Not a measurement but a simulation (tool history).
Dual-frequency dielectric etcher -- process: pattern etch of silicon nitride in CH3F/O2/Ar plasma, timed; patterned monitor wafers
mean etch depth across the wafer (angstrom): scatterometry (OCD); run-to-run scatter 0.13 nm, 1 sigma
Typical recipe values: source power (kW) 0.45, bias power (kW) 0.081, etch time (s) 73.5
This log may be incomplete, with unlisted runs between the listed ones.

run,hour,source power (kW),bias power (kW),etch time (s),wafers since the last listed run,hours since the last wet clean,hours since the last source power generator calibration,hours since the last bias power generator calibration,hours since the last upper electrode change,hours since the gauge calibration,"read-back reference wafer on the same gauge, depth_nm",mean etch depth across the wafer (angstrom)
1,0,0.51,0.081,73.5,0,66.9,2800,3701,5135.6,1471.6,65.3,591
# hour 14.2: gauge calibrated
2,27.9,0.51,0.081,73.5,422,94.8,2827.9,3728.9,5163.5,13.7,66.6,601
# hour 62.3: upper electrode replaced
3,62.7,0.45,0.081,73.5,163,129.6,2862.7,3763.7,0.4,48.5,66.6,561
4,97.8,0.45,0.081,73.5,530,164.7,2897.8,3798.8,35.5,83.6,66.5,563
5,133.2,0.45,0.081,73.5,535,200.1,2933.2,3834.2,70.9,119,66.5,559
6,158.8,0.45,0.081,62.5,387,225.7,2958.8,3859.8,96.5,144.6,66.5,479
7,184.9,0.45,0.088,73.5,394,251.8,2984.9,3885.9,122.6,170.7,66.4,587
# hour 200.6: source power generator calibrated
8,206.6,0.42,0.095,86,267,273.5,6,3907.6,144.3,192.4,66.4,682
9,221.4,0.42,0.081,66,223,288.3,20.8,3922.4,159.1,207.2,66.4,485
# hour 289.3: bias power generator calibrated
10,311.4,0.45,0.088,73.5,1300,378.3,110.8,22.1,249.1,297.2,66.3,583
11,330.7,0.45,0.081,81.5,291,397.6,130.1,41.4,268.4,316.5,66.3,621
12,355.9,0.45,0.081,73.5,381,422.8,155.3,66.6,293.6,341.7,66.3,561
13,375.3,0.45,0.081,56,293,442.2,174.7,86,313,361.1,66.3,426
14,419.6,0.45,0.081,94,670,486.5,219,130.3,357.3,405.4,66.2,711
# hour 443.9: wet clean of the chamber
15,445.4,0.35,0.101,66.5,27,1.5,244.8,156.1,383.1,431.2,66.2,486
16,462.2,0.37,0.061,66,254,18.3,261.6,172.9,399.9,448,66.2,385
17,494.6,0.51,0.09,73.5,490,50.7,294,205.3,432.3,480.4,66.1,629
18,508.5,0.45,0.076,91.5,210,64.6,307.9,219.2,446.2,494.3,66.1,675
19,526.3,0.45,0.081,73.5,269,82.4,325.7,237,464,512.1,66.1,560
20,559.5,0.56,0.069,73.5,502,115.6,358.9,270.2,497.2,545.3,66.1,579
21,576.2,0.45,0.081,73.5,252,132.3,375.6,286.9,513.9,562,66,556
22,602.1,0.45,0.069,73.5,391,158.2,401.5,312.8,539.8,587.9,66,512
23,625.5,0.48,0.064,73.5,353,181.6,424.9,336.2,563.2,611.3,66,514
24,645.3,0.45,0.081,73.5,299,201.4,444.7,356,583,631.1,65.9,556
25,671.4,0.35,0.081,73.5,394,227.5,470.8,382.1,609.1,657.2,65.9,475
26,696.1,0.55,0.093,52,373,252.2,495.5,406.8,633.8,681.9,65.9,470
27,717,0.45,0.064,73.5,316,273.1,516.4,427.7,654.7,702.8,65.9,494
28,734.1,0.45,0.064,73.5,258,290.2,533.5,444.8,671.8,719.9,65.9,493
29,750.6,0.45,0.062,73.5,249,306.7,550,461.3,688.3,736.4,65.9,486

Results per run with the tool's hidden condition removed, run-to-run variation unchanged:
The tool's hidden condition here consists of: etch rate over this chamber's usual, %; source power that arrives over what is set, %; bias power that arrives over what is set, %; gauge reads high (%).
run,mean etch depth across the wafer (angstrom)
1,605
2,603
3,563
4,567
5,563
6,482
7,591
8,687
9,489
10,589
11,627
12,566
13,431
14,719
15,491
16,389
17,636
18,683
19,566
20,586
21,563
22,519
23,521
24,564
25,482
26,477
27,501
28,500
29,494
